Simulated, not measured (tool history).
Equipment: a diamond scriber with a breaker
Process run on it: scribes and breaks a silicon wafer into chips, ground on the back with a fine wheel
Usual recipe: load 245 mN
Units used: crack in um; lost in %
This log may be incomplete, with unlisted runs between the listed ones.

run,hour,load,"incoming depth of the damage left on the back of the incoming wafer, um",crack,lost
1,0,272,2.18,14.22,3.39
2,14.3,272,1.54,14.3,3.21
3,30.4,205,2.05,10.23,9.3
4,60.4,205,2.88,10.2,9.69
5,84.3,199,2.92,9.78,12.25
6,97.8,199,2.48,9.85,12.55
7,114.1,199,2.38,9.77,11.88
8,196.2,245,2.32,12.68,1.38
9,215.8,245,2.14,12.85,1.37
10,245.9,245,1.57,12.68,1.13
11,269.7,263,1.97,13.72,2.41
12,289.8,263,1.67,13.53,1.93
13,344.5,263,2.42,13.74,2.29
14,447.9,245,2.13,12.53,1.19
15,463.7,245,1.78,12.74,1.1
16,488.9,219,1.84,11.14,4.18
17,578.1,245,1.98,12.52,1.26
18,598,245,2.17,12.63,1.39
19,614.2,245,1.52,12.67,1.05
20,628.3,245,1.66,12.75,1.04
21,660.8,245,2.46,12.72,1.43
22,683.1,226,1.88,11.6,2.65
23,714.7,216,2.45,10.93,5.85
24,750.4,285,1.52,14.84,5.36
25,772.7,245,2.32,12.6,1.59
26,792.4,278,1.97,14.61,4.01
27,825.9,317,2.6,16.38,12.11
28,865,201,2.5,10.19,11.88
29,882.7,191,2.38,9.29,17.64
30,907.4,183,2.07,8.5,22.73
31,939.7,209,1.84,10.47,6.89
32,971.1,222,2.48,11.27,3.41
33,985.5,202,2.87,10.02,10.71
34,998.1,245,2.95,12.61,2.04
35,1033.5,301,2.24,15.76,8.38
36,1055.6,276,2.2,14.45,3.95
37,1068.3,245,1.82,12.53,1.07
38,1142.3,245,2.39,12.84,1.45
39,1161,205,2.93,10.26,10.07
40,1186.2,173,1.92,8.05,31.12
41,1204.2,192,2.74,9.41,17.06

Not shown here: 6 entries made in the log between runs. Locate each between two listed runs and compare the hidden state at the listed run before it with the hidden state at the listed run after it:
From run 7 to run 8: diamond tip replaced by a new one (hour 157.7)
  both runs share identical hidden conditions
From run 13 to run 14: diamond tip replaced by a new one (hour 380.1)
  both runs share identical hidden conditions
From run 16 to run 17: load on the tip recalibrated (hour 540.9)
  both runs share identical hidden conditions
From run 17 to run 18: diamond tip replaced by a new one (hour 597.6)
  both runs share identical hidden conditions
From run 26 to run 27: diamond tip replaced by a new one (hour 824)
  both runs share identical hidden conditions
From run 37 to run 38: diamond tip replaced by a new one (hour 1076.9)
  both runs share identical hidden conditions
